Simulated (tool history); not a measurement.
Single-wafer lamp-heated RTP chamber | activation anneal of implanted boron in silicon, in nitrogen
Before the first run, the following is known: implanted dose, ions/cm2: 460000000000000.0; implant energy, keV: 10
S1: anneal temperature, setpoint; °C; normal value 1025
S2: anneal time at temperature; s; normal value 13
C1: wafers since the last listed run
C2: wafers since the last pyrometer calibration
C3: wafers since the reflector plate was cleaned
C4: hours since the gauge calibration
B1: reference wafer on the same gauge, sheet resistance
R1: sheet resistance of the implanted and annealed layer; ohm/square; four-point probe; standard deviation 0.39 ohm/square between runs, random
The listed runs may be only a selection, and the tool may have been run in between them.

Run 1, hour 0: usual settings but S1 1004 °C; C1 0; C2 5769; C3 10809; C4 122.5; B1 270.77. Result: R1 260.66 ohm/square.
Run 2, hour 29.1: usual settings but S1 1004 °C; C1 322; C2 6091; C3 11132; C4 151.6; B1 270.99. Result: R1 260.92 ohm/square.
Run 3, hour 48.5: usual settings but S2 19 s; C1 215; C2 6307; C3 11347; C4 171; B1 271.08. Result: R1 258.17 ohm/square.
Run 4, hour 71.9: usual settings but S2 19 s; C1 259; C2 6566; C3 11607; C4 194.4; B1 271.11. Result: R1 257.67 ohm/square.
Run 5, hour 91.8: usual settings; C1 220; C2 6787; C3 11827; C4 214.3; B1 271.18. Result: R1 259.21 ohm/square.
Run 6, hour 112.2: usual settings; C1 226; C2 7013; C3 12054; C4 234.7; B1 271.42. Result: R1 258.94 ohm/square.
Run 7, hour 145.9: usual settings; C1 373; C2 7387; C3 12427; C4 268.4; B1 271.48. Result: R1 259.07 ohm/square.
Run 8, hour 176.1: usual settings but S2 16 s; C1 334; C2 7722; C3 12762; C4 298.6; B1 271.55. Result: R1 258.35 ohm/square.
At hour 193.2: reflector plate cleaned.
At hour 203.4: pyrometer window cleaned and pyrometer calibrated.
Run 9, hour 205.5: usual settings but S1 1003 °C; C1 148; C2 23; C3 47; C4 328; B1 271.49. Result: R1 260.42 ohm/square.
Run 10, hour 227.5: usual settings but S2 20 s; C1 243; C2 267; C3 291; C4 350; B1 271.67. Result: R1 258.55 ohm/square.
Run 11, hour 248.1: usual settings but S1 995 °C, S2 9 s; C1 228; C2 495; C3 520; C4 370.6; B1 271.69. Result: R1 263.92 ohm/square.
At hour 258.7: gauge calibrated.
Run 12, hour 268.6: usual settings but S1 1011 °C, S2 18 s; C1 227; C2 722; C3 747; C4 9.9; B1 269.25. Result: R1 257.25 ohm/square.
Run 13, hour 287.6: usual settings but S2 11 s; C1 210; C2 933; C3 958; C4 28.9; B1 269.61. Result: R1 257.72 ohm/square.
Run 14, hour 309.5: usual settings; C1 242; C2 1176; C3 1201; C4 50.8; B1 269.89. Result: R1 258.18 ohm/square.
Run 15, hour 331.5: usual settings but S1 1038 °C, S2 7 s; C1 243; C2 1420; C3 1445; C4 72.8; B1 270.27. Result: R1 257.9 ohm/square.
Run 16, hour 351.5: usual settings but S1 1015 °C, S2 19 s; C1 221; C2 1642; C3 1666; C4 92.8; B1 270.42. Result: R1 257.38 ohm/square.
Run 17, hour 380.3: usual settings; C1 319; C2 1961; C3 1986; C4 121.6; B1 270.81. Result: R1 257.98 ohm/square.
Run 18, hour 409.8: usual settings; C1 327; C2 2288; C3 2313; C4 151.1; B1 270.96. Result: R1 258.81 ohm/square.
Run 19, hour 437.4: usual settings but S1 1004 °C, S2 19 s; C1 306; C2 2595; C3 2619; C4 178.7; B1 271.22. Result: R1 259.56 ohm/square.

Take each entry between the runs: how does the hidden state at the last listed run before it differ from the hidden state at the first listed run after it?
From run 8 to run 9: reflector plate cleaned (hour 193.2); pyrometer window cleaned and pyrometer calibrated (hour 203.4)
  gauge reads high (%): 0.939 -> 0.957
  what was measured, less what the result would be without the hidden state, R1: +2.4 -> +2.47 ohm/square
From run 11 to run 12: gauge calibrated (hour 258.7)
  gauge reads high (%): 0.976 -> 0.0782
  what was measured, less what the result would be without the hidden state, R1: +2.56 -> +0.2 ohm/square
